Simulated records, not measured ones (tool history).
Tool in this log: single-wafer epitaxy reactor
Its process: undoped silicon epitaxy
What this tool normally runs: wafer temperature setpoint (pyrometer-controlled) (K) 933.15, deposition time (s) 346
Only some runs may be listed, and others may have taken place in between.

run	day	wafer temperature setpoint (pyrometer-controlled) (K)	deposition time (s)	wafers since the last listed run	hours since the last pyrometer calibration	hours since the gauge calibration	read-back reference wafer on the same gauge, thickness_nm	mean film thickness on the monitor wafer (Å)
1	0.000	933.15	387	0	1310.1	2136.3	60.347	832.49
2	3.233	933.15	365	466	1387.7	2213.9	60.468	791.97
3	5.683	933.15	365	353	1446.5	2272.7	60.347	795.76
# day 6.600: pyrometer calibrated
4	9.775	933.15	365	541	76.2	2370.9	60.461	744.95
5	12.217	933.15	318	352	134.8	2429.5	60.490	660.72
6	14.792	933.15	318	371	196.6	2491.3	60.368	663.00
7	17.862	933.15	318	442	270.3	2565.0	60.397	668.15
8	21.142	929.15	346	472	349.0	2643.7	60.396	661.54
9	24.600	933.15	346	498	432.0	2726.7	60.378	733.69
10	26.296	933.15	346	244	472.7	2767.4	60.375	731.36
11	28.333	933.15	346	293	521.6	2816.3	60.309	728.96
12	32.654	933.15	346	623	625.3	2920.0	60.319	740.05
13	36.842	939.15	306	603	725.8	3020.5	60.412	754.59
14	39.279	939.15	306	351	784.3	3079.0	60.375	755.46
15	43.379	939.15	306	591	882.7	3177.4	60.370	756.57
16	46.429	922.15	376	439	955.9	3250.6	60.396	619.12
17	50.021	942.15	327	517	1042.1	3336.8	60.345	867.08
18	53.575	942.15	327	512	1127.4	3422.1	60.371	866.66
19	57.712	930.15	346	596	1226.7	3521.4	60.362	686.97
20	59.975	930.15	346	326	1281.0	3575.7	60.398	700.82
21	62.083	930.15	346	304	1331.6	3626.3	60.352	694.96
# day 68.942: pyrometer calibrated
22	70.004	933.15	346	1094	25.5	3816.4	60.448	780.79
23	72.704	928.15	399	389	90.3	3881.2	60.528	810.58
24	75.138	948.15	305	350	148.7	3939.6	60.318	982.92
25	78.888	933.15	378	540	238.7	4029.6	60.420	866.12
26	82.129	925.15	320	467	316.5	4107.4	60.405	610.80
27	85.604	947.15	346	501	399.9	4190.8	60.377	1111.56
28	87.371	919.15	384	254	442.3	4233.2	60.366	647.25
# day 91.108: gauge calibrated
29	91.829	926.15	414	642	549.3	17.3	60.349	821.25
30	95.792	938.15	346	571	644.4	112.4	60.400	909.55
31	98.946	933.15	365	454	720.1	188.1	60.494	861.37
32	101.012	937.15	384	298	769.7	237.7	60.415	993.24
# day 105.008: pyrometer calibrated, repeated, since the last time left the tool worse
33	105.250	943.15	372	563	5.8	339.4	60.493	954.38
34	118.471	933.15	346	1906	323.1	656.7	60.341	722.75
35	120.421	947.15	385	281	369.9	703.5	60.334	1121.28
36	123.833	933.15	346	492	451.8	785.4	60.475	726.80
37	127.950	933.15	346	593	550.6	884.2	60.349	731.59
38	140.862	933.15	346	1862	860.5	1194.1	60.329	741.56
39	143.712	933.15	346	411	928.9	1262.5	60.335	741.32
40	146.129	933.15	278	348	986.9	1320.5	60.348	597.70
41	150.425	946.15	310	619	1090.0	1423.6	60.484	900.08
42	154.638	920.15	373	607	1191.1	1524.7	60.397	589.93
43	157.025	933.15	403	344	1248.4	1582.0	60.357	867.09
# day 158.704: pyrometer calibrated
44	159.862	926.15	374	361	27.8	1650.1	60.522	655.18
45	162.646	933.15	346	401	94.6	1716.9	60.435	724.75
46	164.688	933.15	346	294	143.6	1765.9	60.418	723.56

Forecast each of these 4 alternatives for the next run:
A	164.708	923.15	346	3	144.1	1766.4	?	?
B	164.708	928.15	278	3	144.1	1766.4	?	?
C	164.708	944.15	304	3	144.1	1766.4	?	?
D	164.708	924.15	381	3	144.1	1766.4	?	?

run	read-back reference wafer on the same gauge, thickness_nm	mean film thickness on the monitor wafer (Å)
A	60.398	570.99
B	60.398	517.18
C	60.398	822.13
D	60.398	644.07
Without the tool's hidden state the same runs would have given:
run	mean film thickness on the monitor wafer (Å)
A	559.74
B	507.11
C	806.71
D	631.42

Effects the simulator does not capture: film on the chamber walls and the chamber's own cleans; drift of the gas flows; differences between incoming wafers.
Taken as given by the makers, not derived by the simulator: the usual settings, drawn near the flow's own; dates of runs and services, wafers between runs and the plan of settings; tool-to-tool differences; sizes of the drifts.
